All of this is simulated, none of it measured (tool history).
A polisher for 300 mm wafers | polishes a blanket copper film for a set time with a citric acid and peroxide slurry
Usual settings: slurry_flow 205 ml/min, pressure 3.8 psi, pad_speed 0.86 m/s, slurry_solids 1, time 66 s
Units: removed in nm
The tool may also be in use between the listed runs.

run    hour  slurry_flow  pressure  pad_speed  slurry_solids  time  incoming thickness of the incoming film, nm  removed
  1       0          205       3.8       0.86              1    66                                       1030.1    141.2
  2    61.7          205       4.7       0.86              1    66                                       1034.5    162.3
       67.7  -- slurry nozzle cleaned
  3    86.1          205       4.7       0.86              1    66                                       1024.5    164.2
  4   148.3          205       4.7       0.86              1    66                                       1054.3    165.5
  5   205.2          205       3.8       0.86              1    66                                       1040.2      139
      213.3  -- worn pad replaced by a new one
  6   273.9          205       3.8       0.86              1    66                                       1057.6    138.7
  7   340.3          205         5        1.1              1    66                                       1047.4      206
      356.4  -- slurry blender recalibrated
  8   372.9          205       3.8       0.86              1    66                                         1043    140.7
  9   410.3          205       3.8       0.58              1    66                                       1040.8     98.1
 10   445.9          205       3.8       0.86              1    83                                       1045.7    175.2
 11   471.9          135       3.8       0.66            0.9    47                                       1043.6     72.4
 12   517.7          205       3.8       0.86              1    66                                       1040.6    134.8
 13   583.3          245       4.4       0.86              1    86                                       1051.3    195.9
 14   649.2          205       3.8        1.1              1    66                                       1041.4    166.6
 15   711.9          170       3.8       0.86              1    66                                       1020.3    130.3
      725.1  -- worn pad replaced by a new one
 16   774.7          155       3.8       0.86              1    66                                       1047.8    127.1
      778.2  -- slurry nozzle cleaned
 17   811.8          205       3.8       0.86              1    66                                       1035.2    133.5
      835.3  -- head pressure recalibrated
      865.6  -- slurry blender recalibrated
 18   878.9          205       3.2       0.86              1    66                                       1030.6    129.7
 19   907.3          205       3.8       0.86              1    66                                       1050.9    144.1
 20   955.6          205       3.8       0.86              1    81                                       1033.4    173.1
 21   991.7          205       3.8       0.86              1    66                                       1038.3    142.7
 22  1043.7          205       4.4       0.86            0.9    73                                         1058    171.8
 23  1091.1          205       3.8       0.86              1    83                                       1035.9    179.6
 24  1120.7          205       3.8       0.86           0.75    84                                       1046.5    172.8
 25  1165.1          205       2.7        0.6              1    83                                       1047.1    110.1
     1226.7  -- worn pad replaced by a new one
 26  1231.4          205       2.9       0.86           1.25    66                                       1046.9    126.8
 27  1263.3          175       4.3       0.76              1    66                                       1024.5    133.6
 28  1331.1          205       3.8       0.86           1.15    66                                       1054.5    142.3
 29  1376.2          175       4.3       0.76              1    66                                       1049.9    133.4
     1389.3  -- slurry blender recalibrated
 30  1412.2          170       3.8       0.86           1.15    66                                       1041.3      141
 31  1438.2          165       3.8       0.64              1    66                                         1021    104.3

The tool's hidden state at each run:
removal rate lost through wear of the pad, %: 0 in every run
slurry flow missing at the pad, %: 0 in every run
abrasive missing from the slurry, %: 0 in every run
H1: deviation of the head's pressure from its setpoint, %
run     H1
  1  -1.85
  2  -2.41
  3  -2.65
  4  -3.31
  5  -3.97
  6  -4.83
  7  -5.74
  8  -6.21
  9  -6.77
 10  -7.32
 11  -7.74
 12  -8.51
 13  -9.66
 14  -10.9
 15  -12.1
 16  -13.4
 17  -14.2
 18  -1.27
 19   -1.3
 20  -1.37
 21  -1.45
 22   -1.6
 23  -1.78
 24  -1.91
 25  -2.13
 26  -2.52
 27  -2.73
 28  -3.23
 29  -3.61
 30  -3.94
 31  -4.18
